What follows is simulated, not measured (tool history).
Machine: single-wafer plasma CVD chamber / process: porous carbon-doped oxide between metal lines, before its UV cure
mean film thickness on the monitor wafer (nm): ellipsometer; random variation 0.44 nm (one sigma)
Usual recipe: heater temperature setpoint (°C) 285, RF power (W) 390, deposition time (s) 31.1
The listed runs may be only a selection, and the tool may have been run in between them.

run,hour,heater temperature setpoint (°C),RF power (W),deposition time (s),wafers since the last listed run,hours since the last thermocouple change,hours since the last RF generator calibration,hours since the showerhead was replaced,hours since the gauge calibration,"read-back reference wafer on the same gauge, thickness_nm",mean film thickness on the monitor wafer (nm)
1,0,291,425,31.1,0,1669.7,110.5,1875.9,450.2,148.946,153.413
2,70.5,291,425,31.1,1920,1740.2,181,1946.4,520.7,148.929,153.171
3,105,285,390,31.1,939,1774.7,215.5,1980.9,555.2,148.997,150.742
4,171.1,285,390,31.1,1800,1840.8,281.6,2047,621.3,149.099,150.924
5,222.1,295,390,31.1,1389,1891.8,332.6,2098,672.3,148.923,140.844
6,287.7,295,390,31.1,1787,1957.4,398.2,2163.6,737.9,149.106,139.936
7,324.2,295,390,31.1,994,1993.9,434.7,2200.1,774.4,149,139.635
8,366.3,285,410,31.1,1147,2036,476.8,2242.2,816.5,148.887,154.136
9,410.9,285,410,31.1,1215,2080.6,521.4,2286.8,861.1,148.957,153.474
10,449.4,285,390,31.1,1048,2119.1,559.9,2325.3,899.6,148.931,148.761
11,473.8,285,390,31.1,664,2143.5,584.3,2349.7,924,149.073,148.567
12,532.5,274,390,31.1,1599,2202.2,643,2408.4,982.7,148.972,160.922
13,576.6,274,390,31.1,1201,2246.3,687.1,2452.5,1026.8,149.002,160.146
14,615.5,285,390,31.1,1059,2285.2,726,2491.4,1065.7,149.114,147.883

Run 15, settings as shown, results not yet in. Your forecast:
15,673,278,325,36.6,1566,2342.7,783.5,2548.9,1123.2,?,?

{"run 15": {"read-back reference wafer on the same gauge, thickness_nm": 148.897, "mean film thickness on the monitor wafer (nm)": 164.785}}
Take away the tool's hidden state, keep the run-to-run variation as it was, and the same run would have given mean film thickness on the monitor wafer (nm) 176.668.

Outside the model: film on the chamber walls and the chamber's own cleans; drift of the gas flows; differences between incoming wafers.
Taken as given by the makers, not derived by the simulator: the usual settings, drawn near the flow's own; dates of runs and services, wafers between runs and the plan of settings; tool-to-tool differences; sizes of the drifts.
